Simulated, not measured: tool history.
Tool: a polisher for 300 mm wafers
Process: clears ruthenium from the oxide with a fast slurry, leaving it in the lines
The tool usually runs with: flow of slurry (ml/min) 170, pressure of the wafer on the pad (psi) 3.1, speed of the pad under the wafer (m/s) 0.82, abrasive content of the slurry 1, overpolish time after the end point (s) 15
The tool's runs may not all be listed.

run	hour	flow of slurry (ml/min)	pressure of the wafer on the pad (psi)	speed of the pad under the wafer (m/s)	abrasive content of the slurry	overpolish time after the end point (s)	incoming thickness of the incoming film, nm	time until the end point was called (s)	dishing of a wide line in a test structure (nm)
1	0	170	3.1	0.82	1	15	161.4	49.2	37.9
2	77	170	3.1	0.82	1	15	159.5	51.1	38.4
3	159.9	195	3.1	0.82	1	15	160.6	49.2	38.6
# hour 200.2: slurry nozzle cleaned
# hour 209.3: worn pad replaced by a new one
4	249.8	170	3.1	0.82	1	15	162.7	47.4	41.2
5	347.1	170	3.1	0.82	1	15	160.9	48.6	39.9
# hour 388: slurry blender recalibrated
6	429.7	170	3.1	0.82	1	15	159.2	49.5	38.8
# hour 457.5: head pressure recalibrated
7	473	170	3.1	0.82	1	15	157	47.7	38.3
8	561.3	170	3.1	0.82	1	15	161.4	51.5	38.4
9	621.8	170	3.1	0.96	1	15	158.2	44.6	42.1
# hour 708.1: worn pad replaced by a new one
10	722.5	170	3.1	0.96	1	15	160	40.1	47.3
# hour 732.5: slurry nozzle cleaned
11	804.3	170	3.1	0.96	1	15	159.4	41.4	45.3
# hour 829.4: slurry blender recalibrated
12	898.7	170	3.8	1.04	1	8	160.1	34.4	31.8
13	952.9	170	3.1	0.58	1	10	158.6	63.1	20.6
14	1058.9	170	3.1	0.82	1	15	158.2	48.1	38.4
15	1136.7	220	3.1	0.82	0.85	15	160	51.6	36.4
# hour 1144.1: worn pad replaced by a new one
16	1175.1	170	3.1	0.82	1	15	158.3	45.3	40.4
# hour 1188.4: head pressure recalibrated
# hour 1212.3: slurry nozzle cleaned
17	1282.3	225	3.1	0.82	1.3	21	157.3	42.8	59.2
# hour 1288.2: slurry blender recalibrated
18	1357.8	170	3.1	0.82	1	15	161.7	49.4	39.5
19	1441.8	170	3.9	0.66	1	15	160.2	50.3	38.8
20	1481.5	170	2.3	1.04	1	15	161.1	51.8	37.4
21	1518.8	215	3.1	0.94	1	15	159	41.6	43.6
# hour 1565.7: worn pad replaced by a new one
22	1576.5	170	3.1	0.64	1	10	162.2	57.4	23.9
23	1672.5	210	3.1	0.82	1	9	157.2	46.7	25.6
24	1714.4	170	2.6	0.82	1	15	157.8	52.7	33.9
# hour 1741.2: slurry nozzle cleaned
25	1768.3	170	3.1	0.82	1	15	159.4	50.5	39.1
# hour 1838.6: slurry blender recalibrated
26	1841.9	210	2.2	0.82	1.2	15	157.7	59.7	32.9
27	1935	185	2.5	0.82	1	15	157.4	57.9	33
28	1979.3	170	3.1	0.82	1	8	160.5	50.6	21.5
# hour 2009.4: worn pad replaced by a new one
29	2018.6	170	2.7	0.66	1.15	23	158.3	57.6	49

Here are 3 independent what-if runs from the current tool condition. What would each one return?
A	2019	170	3.1	0.82	1	21	160	?	?
B	2019	210	3.1	0.6	1.25	20	160	?	?
C	2019	170	3.1	0.82	0.7	15	160	?	?

run	time until the end point was called (s)	dishing of a wide line in a test structure (nm)
A	45.3	55.3
B	51.9	47.2
C	52.8	36
With no hidden state in the tool, these same runs would have given:
run	time until the end point was called (s)	dishing of a wide line in a test structure (nm)
A	43.7	56.9
B	50	48.7
C	50.9	37.2

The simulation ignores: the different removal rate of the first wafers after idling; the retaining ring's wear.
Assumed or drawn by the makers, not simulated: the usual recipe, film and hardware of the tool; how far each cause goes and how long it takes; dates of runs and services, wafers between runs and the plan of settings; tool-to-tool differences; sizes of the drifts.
